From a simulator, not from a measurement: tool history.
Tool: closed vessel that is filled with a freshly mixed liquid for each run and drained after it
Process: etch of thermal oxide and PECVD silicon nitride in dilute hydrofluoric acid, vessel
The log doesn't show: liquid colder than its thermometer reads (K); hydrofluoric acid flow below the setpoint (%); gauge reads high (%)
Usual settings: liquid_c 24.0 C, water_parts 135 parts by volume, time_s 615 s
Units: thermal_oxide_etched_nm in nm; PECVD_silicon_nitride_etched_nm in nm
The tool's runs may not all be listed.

run	hour	liquid_c	water_parts	time_s	wafers since the last listed run	hours since the thermometer was replaced	hours since the hydrofluoric acid flow meter was replaced	hours since the gauge calibration	read-back film thickness of the thermal oxide reference wafer, read on the same gauge (nm)	read-back film thickness of the PECVD silicon nitride reference wafer, read on the same gauge (nm)	thermal_oxide_etched_nm	PECVD_silicon_nitride_etched_nm
1	0.0	24.0	185	615	0	653.8	786.5	866.0	89.99	100.00	13.81	5.73
2	106.4	24.0	185	615	7648	760.2	892.9	972.4	89.98	100.02	13.90	5.70
3	196.7	24.0	135	415	6490	850.5	983.2	1062.7	89.99	100.00	13.55	5.26
4	244.7	20.5	185	615	3450	898.5	1031.2	1110.7	90.01	100.02	11.99	4.56
5	300.9	20.5	185	615	4039	954.7	1087.4	1166.9	90.05	99.98	11.99	4.54
6	365.3	21.5	135	615	4629	1019.1	1151.8	1231.3	90.01	100.01	18.05	6.66
7	439.6	21.5	135	615	5340	1093.4	1226.1	1305.6	90.02	100.00	17.85	6.65
# hour 461.9: thermometer replaced
8	477.7	21.5	135	615	2666	15.8	1264.2	1343.7	90.04	99.99	18.00	6.51
9	595.2	22.5	135	615	8445	133.3	1381.7	1461.2	89.99	100.01	18.57	6.98
10	700.1	24.0	135	615	7540	238.2	1486.6	1566.1	89.98	99.99	19.41	7.56
11	743.8	27.0	115	900	3141	281.9	1530.3	1609.8	90.00	100.02	37.67	15.61
12	814.2	24.0	135	830	5060	352.3	1600.7	1680.2	90.02	100.01	26.10	10.31
# hour 867.2: gauge calibrated
13	900.8	26.0	115	765	6224	438.9	1687.3	33.6	89.97	99.98	30.98	12.43
14	948.5	24.0	135	615	3428	486.6	1735.0	81.3	89.95	100.00	19.18	7.52
15	1011.8	24.0	165	270	4550	549.9	1798.3	144.6	89.98	99.99	6.60	2.71
16	1072.1	27.0	185	945	4334	610.2	1858.6	204.9	90.05	100.00	22.35	10.15
17	1116.7	26.5	190	440	3205	654.8	1903.2	249.5	90.00	99.99	9.99	4.38
# hour 1134.8: hydrofluoric acid flow meter replaced
18	1220.5	27.5	95	855	7389	758.6	85.7	353.3	90.02	100.01	49.32	20.03
19	1269.4	21.5	110	435	3514	807.5	134.6	402.2	90.01	100.00	16.84	5.88
20	1340.6	24.0	180	615	5117	878.7	205.8	473.4	89.98	100.00	14.73	6.06
21	1395.7	24.0	135	275	3960	933.8	260.9	528.5	90.00	100.00	9.22	3.56
22	1468.9	24.0	135	615	5261	1007.0	334.1	601.7	90.05	99.99	20.74	7.92
23	1505.7	24.0	165	270	2645	1043.8	370.9	638.5	89.97	99.99	7.14	2.92
24	1546.4	21.5	135	615	2925	1084.5	411.6	679.2	90.01	99.99	18.81	6.71
25	1637.1	24.0	90	875	6519	1175.2	502.3	769.9	89.99	99.99	46.05	16.85

Some steps in thermal_oxide_etched_nm between neighbouring runs. How much of each would the tool show without its hidden state too (settings, what came in, random variation), and how much is left for the hidden state, with any gauge scatter that isn't in both results?
Run 10 -> 11: liquid_c 24.0 -> 27.0, water_parts 135 -> 115, time_s 615 -> 900. thermal_oxide_etched_nm +18.26 nm: hidden state -1.77, all else +20.03.
Run 15 -> 16: liquid_c 24.0 -> 27.0, water_parts 165 -> 185, time_s 270 -> 945. thermal_oxide_etched_nm +15.75 nm: hidden state -1.99, all else +17.74.
Run 17 -> 18: liquid_c 26.5 -> 27.5, water_parts 190 -> 95, time_s 440 -> 855, hydrofluoric acid flow meter replaced. thermal_oxide_etched_nm +39.33 nm: hidden state +0.50, all else +38.83.
Run 18 -> 19: liquid_c 27.5 -> 21.5, water_parts 95 -> 110, time_s 855 -> 435. thermal_oxide_etched_nm -32.48 nm: hidden state +0.46, all else -32.94.

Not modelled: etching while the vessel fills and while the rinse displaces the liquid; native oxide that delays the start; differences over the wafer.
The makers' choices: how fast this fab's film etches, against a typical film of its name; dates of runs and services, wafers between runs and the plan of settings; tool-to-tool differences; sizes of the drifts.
